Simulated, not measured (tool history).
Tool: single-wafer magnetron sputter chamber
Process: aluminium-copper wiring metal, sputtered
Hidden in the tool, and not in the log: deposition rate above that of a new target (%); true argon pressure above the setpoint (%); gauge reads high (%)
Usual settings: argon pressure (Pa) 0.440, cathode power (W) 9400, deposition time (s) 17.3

run,hour,argon pressure (Pa),cathode power (W),deposition time (s),wafers since the last listed run,wafers on the sputter target,hours since the last manometer calibration,hours since the magnet pack was replaced,hours since the gauge calibration,"read-back reference wafer on the same gauge, thickness_nm",mean film thickness on the monitor wafer (nm)
1,0.0,0.554,9400,14.6,0,1502,1103.6,3653.6,118.9,303.680,250.671
2,14.2,0.440,9400,17.3,391,1894,1117.8,3667.8,133.1,303.836,309.307
3,29.4,0.440,9400,17.3,419,2314,1133.0,3683.0,148.3,304.163,308.064
4,43.1,0.440,9400,17.3,378,2692,1146.7,3696.7,162.0,303.891,306.001
# hour 55.6: sputter target and shields replaced
5,56.1,0.440,9400,17.3,137,14,1159.7,3709.7,175.0,304.132,308.663
6,62.5,0.440,9400,17.3,176,191,1166.1,3716.1,181.4,303.856,308.826
7,79.8,0.440,9400,17.3,477,668,1183.4,3733.4,198.7,303.788,309.659
# hour 89.7: magnet pack replaced
8,96.5,0.440,9400,17.3,240,908,1200.1,6.8,215.4,303.756,308.924
9,145.0,0.440,9400,17.3,1338,2247,1248.6,55.3,263.9,303.800,306.429
10,152.6,0.440,9400,17.3,209,2456,1256.2,62.9,271.5,303.841,304.634
11,161.0,0.440,9400,18.8,231,2688,1264.6,71.3,279.9,303.883,332.447
# hour 183.5: sputter target and shields replaced
12,184.0,0.440,9400,19.4,413,13,1287.6,94.3,302.9,304.136,346.481
13,185.6,0.317,7050,17.3,44,57,1289.2,95.9,304.5,304.099,257.267
14,199.4,0.518,11100,19.5,380,438,1303.0,109.7,318.3,303.926,388.502
15,210.5,0.487,8550,19.0,306,744,1314.1,120.8,329.4,304.031,309.003
16,218.5,0.440,9400,20.3,220,965,1322.1,128.8,337.4,303.828,364.044
17,230.0,0.440,9400,17.3,317,1282,1333.6,140.3,348.9,304.115,309.870
18,244.4,0.504,8550,14.1,397,1679,1348.0,154.7,363.3,303.880,226.923
19,283.4,0.314,7350,20.5,1076,2756,1387.0,193.7,402.3,304.122,312.332
# hour 321.8: sputter target and shields replaced
20,322.3,0.440,7950,17.3,852,12,1425.9,232.6,441.2,303.970,270.292
21,336.7,0.440,10400,14.7,397,409,1440.3,247.0,455.6,304.080,286.646
22,354.7,0.440,9400,17.3,496,906,1458.3,265.0,473.6,304.201,309.741
# hour 368.0: capacitance manometer re-zeroed and calibrated
23,370.2,0.349,10500,14.0,206,1113,2.2,280.5,489.1,304.172,290.649
# hour 379.7: gauge calibrated
24,387.4,0.440,11500,18.4,474,1588,19.4,297.7,7.7,303.863,399.067
25,395.4,0.562,10100,19.2,220,1808,27.4,305.7,15.7,303.972,356.389
26,407.8,0.440,10200,18.2,342,2151,39.8,318.1,28.1,304.076,355.180
27,414.7,0.549,9400,17.3,190,2341,46.7,325.0,35.0,304.120,302.700
28,426.3,0.440,9400,17.3,320,2661,58.3,336.6,46.6,303.951,313.183
29,432.7,0.440,9400,17.3,176,2838,64.7,343.0,53.0,304.075,311.917
30,443.1,0.440,9400,14.2,286,3125,75.1,353.4,63.4,304.074,255.936
# hour 455.2: sputter target and shields replaced
31,455.7,0.440,9400,17.3,126,12,87.7,366.0,76.0,304.269,317.162
32,469.0,0.440,9400,15.3,367,379,101.0,379.3,89.3,303.797,280.312
33,486.2,0.440,9400,17.3,474,854,118.2,396.5,106.5,303.964,317.107
34,515.4,0.350,10350,15.1,805,1660,147.4,425.7,135.7,303.840,308.394

Measured less the same run without the tool's hidden state. The same run-to-run variation is in both; the gauge's scatter may not be:
run,mean film thickness on the monitor wafer (nm)
1,-7.852
2,-9.274
3,-10.149
4,-11.053
5,-8.516
6,-8.549
7,-8.805
8,-9.225
9,-11.633
10,-12.118
11,-13.950
12,-9.020
13,-5.632
14,-11.256
15,-8.835
16,-10.075
17,-8.947
18,-7.482
19,-10.748
20,-7.095
21,-7.615
22,-8.572
23,-0.678
24,-2.015
25,-2.279
26,-3.439
27,-3.417
28,-4.625
29,-5.218
30,-5.154
31,-0.248
32,-0.425
33,-0.977
34,-2.155

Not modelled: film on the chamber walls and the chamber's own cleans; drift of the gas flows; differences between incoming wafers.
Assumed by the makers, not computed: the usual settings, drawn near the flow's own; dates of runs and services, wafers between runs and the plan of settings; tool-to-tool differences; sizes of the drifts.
